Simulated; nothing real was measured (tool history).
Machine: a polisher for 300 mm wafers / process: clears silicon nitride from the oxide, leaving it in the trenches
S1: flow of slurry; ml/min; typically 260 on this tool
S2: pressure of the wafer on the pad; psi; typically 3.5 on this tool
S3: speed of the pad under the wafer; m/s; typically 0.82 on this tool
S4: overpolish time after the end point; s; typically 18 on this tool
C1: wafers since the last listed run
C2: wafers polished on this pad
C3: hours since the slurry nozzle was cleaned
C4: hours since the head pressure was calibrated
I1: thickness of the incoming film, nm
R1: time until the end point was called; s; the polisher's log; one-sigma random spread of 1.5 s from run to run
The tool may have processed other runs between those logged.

Run 1, day 0: usual settings; C1 0; C2 1577; C3 27.5; C4 95.3; I1 78.3. Result: R1 99.7 s.
Run 2, day 2.146: usual settings; C1 538; C2 2115; C3 79; C4 146.8; I1 80.8. Result: R1 102.4 s.
At day 3.446: worn pad replaced by a new one.
Run 3, day 4.979: usual settings; C1 668; C2 384; C3 147; C4 214.8; I1 79.4. Result: R1 103.2 s.
Run 4, day 6.758: usual settings but S3 0.96 m/s; C1 446; C2 830; C3 189.7; C4 257.5; I1 80.1. Result: R1 89.6 s.
Run 5, day 9.771: usual settings but S3 0.96 m/s; C1 755; C2 1586; C3 262; C4 329.8; I1 80.2. Result: R1 90.7 s.
At day 12.742: worn pad replaced by a new one.
Run 6, day 12.762: usual settings but S3 0.96 m/s; C1 708; C2 5; C3 333.8; C4 401.6; I1 80.6. Result: R1 96 s.
Run 7, day 16.521: usual settings but S2 4.4 psi; C1 942; C2 948; C3 424; C4 491.8; I1 79.4. Result: R1 84.5 s.
At day 17.146: slurry nozzle cleaned.
Run 8, day 19.408: usual settings but S1 215 ml/min, S2 3.1 psi, S3 1.04 m/s, S4 25 s; C1 713; C2 1662; C3 54.3; C4 561.1; I1 80.9. Result: R1 96.9 s.
At day 21.204: worn pad replaced by a new one.
Run 9, day 29.6: usual settings but S1 320 ml/min; C1 2514; C2 2105; C3 298.9; C4 805.7; I1 80.8. Result: R1 102.3 s.
At day 32.038: worn pad replaced by a new one.
Run 10, day 32.258: usual settings but S1 325 ml/min, S2 4.1 psi, S3 0.9 m/s, S4 24 s; C1 625; C2 55; C3 362.7; C4 869.5; I1 80.1. Result: R1 79.9 s.
At day 35.158: head pressure recalibrated.
Run 11, day 35.812: usual settings but S1 175 ml/min, S2 4.6 psi, S3 1 m/s, S4 9 s; C1 870; C2 926; C3 448; C4 15.7; I1 80.1. Result: R1 73.2 s.
At day 36.221: slurry nozzle cleaned.
Run 12, day 38.646: usual settings but S3 0.96 m/s; C1 700; C2 1626; C3 58.2; C4 83.7; I1 80. Result: R1 88.1 s.
Run 13, day 42.462: usual settings but S3 0.96 m/s; C1 957; C2 2583; C3 149.8; C4 175.3; I1 79.7. Result: R1 89.9 s.
At day 42.917: worn pad replaced by a new one.
Run 14, day 44.229: usual settings but S1 200 ml/min, S2 3.9 psi, S3 0.98 m/s, S4 13 s; C1 401; C2 329; C3 192.2; C4 217.7; I1 79.6. Result: R1 82.3 s.
Run 15, day 48.017: usual settings but S2 4.1 psi; C1 950; C2 1279; C3 283.1; C4 308.6; I1 80.3. Result: R1 88.2 s.

Here are 3 independent what-if runs from the current tool condition. What would each one return?
Run A, day 48.033: usual settings but S4 24 s; C1 4; C2 1283; C3 283.5; C4 309; I1 80.1. Result: R1 ?.
Run B, day 48.033: usual settings but S1 305 ml/min, S2 2.8 psi, S3 1 m/s, S4 23 s; C1 4; C2 1283; C3 283.5; C4 309; I1 80.1. Result: R1 ?.
Run C, day 48.033: usual settings but S1 315 ml/min, S2 4.3 psi, S3 0.62 m/s; C1 4; C2 1283; C3 283.5; C4 309; I1 80.1. Result: R1 ?.

run     R1
  A  103.2
  B  109.1
  C  100.4
With the hidden condition removed and each run's random variation left untouched, the same runs would have given:
run     R1
  A  100.4
  B  106.5
  C     98
